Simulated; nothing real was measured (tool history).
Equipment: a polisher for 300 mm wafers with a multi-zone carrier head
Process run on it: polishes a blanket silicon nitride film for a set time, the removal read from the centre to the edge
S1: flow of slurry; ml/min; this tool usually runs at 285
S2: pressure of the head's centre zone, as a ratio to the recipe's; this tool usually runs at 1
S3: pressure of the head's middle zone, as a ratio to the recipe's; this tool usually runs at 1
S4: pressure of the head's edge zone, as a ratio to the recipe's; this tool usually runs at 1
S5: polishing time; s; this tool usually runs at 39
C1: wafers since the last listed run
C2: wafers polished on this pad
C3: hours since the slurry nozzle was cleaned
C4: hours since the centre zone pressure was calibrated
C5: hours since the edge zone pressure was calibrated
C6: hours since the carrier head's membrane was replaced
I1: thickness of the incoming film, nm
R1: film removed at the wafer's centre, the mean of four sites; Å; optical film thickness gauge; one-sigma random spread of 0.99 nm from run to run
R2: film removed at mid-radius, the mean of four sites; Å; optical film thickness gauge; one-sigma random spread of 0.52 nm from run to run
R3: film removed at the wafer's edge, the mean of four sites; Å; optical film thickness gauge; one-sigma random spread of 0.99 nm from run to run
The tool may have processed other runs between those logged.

{"run": 1, "hour": 0.0, "S1": 285, "S2": 0.94, "S3": 1, "S4": 1, "S5": 39, "C1": 0, "C2": 2170, "C3": 17, "C4": 406.2, "C5": 919.6, "C6": 98.1, "I1": 853, "R1": 680, "R2": 654, "R3": 650}
{"hour": 31.7, "done": "centre zone pressure recalibrated"}
{"run": 2, "hour": 32.2, "S1": 285, "S2": 0.94, "S3": 1, "S4": 1, "S5": 39, "C1": 461, "C2": 2632, "C3": 49.2, "C4": 0.5, "C5": 951.8, "C6": 130.3, "I1": 866.2, "R1": 637, "R2": 650, "R3": 643}
{"run": 3, "hour": 55.0, "S1": 285, "S2": 1, "S3": 0.91, "S4": 1, "S5": 43, "C1": 348, "C2": 2981, "C3": 72, "C4": 23.3, "C5": 974.6, "C6": 153.1, "I1": 846.7, "R1": 767, "R2": 661, "R3": 739}
{"hour": 60.9, "done": "edge zone pressure recalibrated"}
{"run": 4, "hour": 88.0, "S1": 285, "S2": 1, "S3": 1, "S4": 0.93, "S5": 34, "C1": 474, "C2": 3455, "C3": 105, "C4": 56.3, "C5": 27.1, "C6": 186.1, "I1": 845.5, "R1": 592, "R2": 564, "R3": 554}
{"hour": 103.6, "done": "worn pad replaced by a new one"}
{"run": 5, "hour": 105.1, "S1": 285, "S2": 1, "S3": 1, "S4": 0.89, "S5": 34, "C1": 200, "C2": 23, "C3": 122.1, "C4": 73.4, "C5": 44.2, "C6": 203.2, "I1": 848.9, "R1": 613, "R2": 566, "R3": 551}
{"run": 6, "hour": 136.5, "S1": 285, "S2": 1, "S3": 1, "S4": 1, "S5": 39, "C1": 480, "C2": 503, "C3": 153.5, "C4": 104.8, "C5": 75.6, "C6": 234.6, "I1": 834.6, "R1": 680, "R2": 642, "R3": 645}
{"run": 7, "hour": 242.7, "S1": 320, "S2": 1, "S3": 1.07, "S4": 0.96, "S5": 39, "C1": 1624, "C2": 2128, "C3": 259.7, "C4": 211, "C5": 181.8, "C6": 340.8, "I1": 850.3, "R1": 689, "R2": 677, "R3": 626}
{"run": 8, "hour": 269.9, "S1": 285, "S2": 1.05, "S3": 0.94, "S4": 1, "S5": 39, "C1": 416, "C2": 2544, "C3": 286.9, "C4": 238.2, "C5": 209, "C6": 368, "I1": 850.2, "R1": 723, "R2": 576, "R3": 621}
{"hour": 282.6, "done": "slurry nozzle cleaned"}
{"hour": 289.6, "done": "worn pad replaced by a new one"}
{"run": 9, "hour": 294.1, "S1": 215, "S2": 1, "S3": 0.89, "S4": 1, "S5": 45, "C1": 293, "C2": 69, "C3": 11.5, "C4": 262.4, "C5": 233.2, "C6": 392.2, "I1": 857.3, "R1": 824, "R2": 663, "R3": 747}
{"run": 10, "hour": 324.7, "S1": 285, "S2": 1, "S3": 0.88, "S4": 1, "S5": 39, "C1": 468, "C2": 537, "C3": 42.1, "C4": 293, "C5": 263.8, "C6": 422.8, "I1": 859.3, "R1": 742, "R2": 595, "R3": 675}
{"run": 11, "hour": 367.6, "S1": 310, "S2": 1, "S3": 1, "S4": 1, "S5": 46, "C1": 656, "C2": 1193, "C3": 85, "C4": 335.9, "C5": 306.7, "C6": 465.7, "I1": 846.7, "R1": 870, "R2": 770, "R3": 774}
{"run": 12, "hour": 393.8, "S1": 285, "S2": 1, "S3": 0.91, "S4": 1, "S5": 26, "C1": 400, "C2": 1594, "C3": 111.2, "C4": 362.1, "C5": 332.9, "C6": 491.9, "I1": 842.1, "R1": 483, "R2": 402, "R3": 439}
{"run": 13, "hour": 421.9, "S1": 285, "S2": 1, "S3": 1, "S4": 1, "S5": 50, "C1": 429, "C2": 2024, "C3": 139.3, "C4": 390.2, "C5": 361, "C6": 520, "I1": 850.3, "R1": 949, "R2": 827, "R3": 843}
{"run": 14, "hour": 449.9, "S1": 285, "S2": 1, "S3": 1, "S4": 1, "S5": 39, "C1": 428, "C2": 2452, "C3": 167.3, "C4": 418.2, "C5": 389, "C6": 548, "I1": 859.7, "R1": 714, "R2": 645, "R3": 641}
{"hour": 460.5, "done": "centre zone pressure recalibrated"}
{"run": 15, "hour": 464.1, "S1": 285, "S2": 1, "S3": 1.07, "S4": 1, "S5": 39, "C1": 186, "C2": 2639, "C3": 181.5, "C4": 3.6, "C5": 403.2, "C6": 562.2, "I1": 860.9, "R1": 651, "R2": 684, "R3": 658}
{"run": 16, "hour": 484.7, "S1": 285, "S2": 1.09, "S3": 1.12, "S4": 1, "S5": 47, "C1": 315, "C2": 2954, "C3": 202.1, "C4": 24.2, "C5": 423.8, "C6": 582.8, "I1": 846.7, "R1": 840, "R2": 845, "R3": 763}
{"hour": 510.8, "done": "worn pad replaced by a new one"}
{"run": 17, "hour": 512.9, "S1": 285, "S2": 1, "S3": 1, "S4": 0.94, "S5": 30, "C1": 370, "C2": 32, "C3": 230.3, "C4": 52.4, "C5": 452, "C6": 611, "I1": 835.2, "R1": 503, "R2": 489, "R3": 477}
{"run": 18, "hour": 548.2, "S1": 285, "S2": 1.1, "S3": 1, "S4": 1, "S5": 46, "C1": 540, "C2": 572, "C3": 265.6, "C4": 87.7, "C5": 487.3, "C6": 646.3, "I1": 851, "R1": 858, "R2": 739, "R3": 757}
{"run": 19, "hour": 572.3, "S1": 250, "S2": 1, "S3": 1, "S4": 0.93, "S5": 30, "C1": 368, "C2": 940, "C3": 289.7, "C4": 111.8, "C5": 511.4, "C6": 670.4, "I1": 852.1, "R1": 495, "R2": 464, "R3": 454}
{"run": 20, "hour": 591.6, "S1": 200, "S2": 1, "S3": 1, "S4": 1, "S5": 39, "C1": 295, "C2": 1236, "C3": 309, "C4": 131.1, "C5": 530.7, "C6": 689.7, "I1": 842.5, "R1": 592, "R2": 566, "R3": 593}
{"run": 21, "hour": 613.2, "S1": 360, "S2": 1.09, "S3": 1.07, "S4": 1, "S5": 39, "C1": 330, "C2": 1566, "C3": 330.6, "C4": 152.7, "C5": 552.3, "C6": 711.3, "I1": 853.8, "R1": 739, "R2": 676, "R3": 655}

What if the next run were any one of these 5? Each begins from the tool's condition after run 21:
{"run": "A", "hour": 613.6, "S1": 285, "S2": 1, "S3": 1, "S4": 1, "S5": 39, "C1": 6, "C2": 1572, "C3": 331, "C4": 153.1, "C5": 552.7, "C6": 711.7, "I1": 854, "R1": "?", "R2": "?", "R3": "?"}
{"run": "B", "hour": 613.6, "S1": 285, "S2": 1, "S3": 1, "S4": 1.07, "S5": 48, "C1": 6, "C2": 1572, "C3": 331, "C4": 153.1, "C5": 552.7, "C6": 711.7, "I1": 854, "R1": "?", "R2": "?", "R3": "?"}
{"run": "C", "hour": 613.6, "S1": 285, "S2": 1, "S3": 0.9, "S4": 0.94, "S5": 39, "C1": 6, "C2": 1572, "C3": 331, "C4": 153.1, "C5": 552.7, "C6": 711.7, "I1": 854, "R1": "?", "R2": "?", "R3": "?"}
{"run": "D", "hour": 613.6, "S1": 285, "S2": 1, "S3": 1, "S4": 1, "S5": 46, "C1": 6, "C2": 1572, "C3": 331, "C4": 153.1, "C5": 552.7, "C6": 711.7, "I1": 854, "R1": "?", "R2": "?", "R3": "?"}
{"run": "E", "hour": 613.6, "S1": 285, "S2": 1, "S3": 1, "S4": 1, "S5": 30, "C1": 6, "C2": 1572, "C3": 331, "C4": 153.1, "C5": 552.7, "C6": 711.7, "I1": 854, "R1": "?", "R2": "?", "R3": "?"}

run=A R1=668 R2=608 R3=621
run=B R1=823 R2=748 R3=790
run=C R1=668 R2=557 R3=604
run=D R1=788 R2=717 R3=733
run=E R1=514 R2=468 R3=478
What these runs would have given with no unlogged condition in the tool:
run=A R1=684 R2=662 R3=661
run=B R1=842 R2=815 R3=842
run=C R1=684 R2=606 R3=643
run=D R1=807 R2=781 R3=780
run=E R1=526 R2=509 R3=509

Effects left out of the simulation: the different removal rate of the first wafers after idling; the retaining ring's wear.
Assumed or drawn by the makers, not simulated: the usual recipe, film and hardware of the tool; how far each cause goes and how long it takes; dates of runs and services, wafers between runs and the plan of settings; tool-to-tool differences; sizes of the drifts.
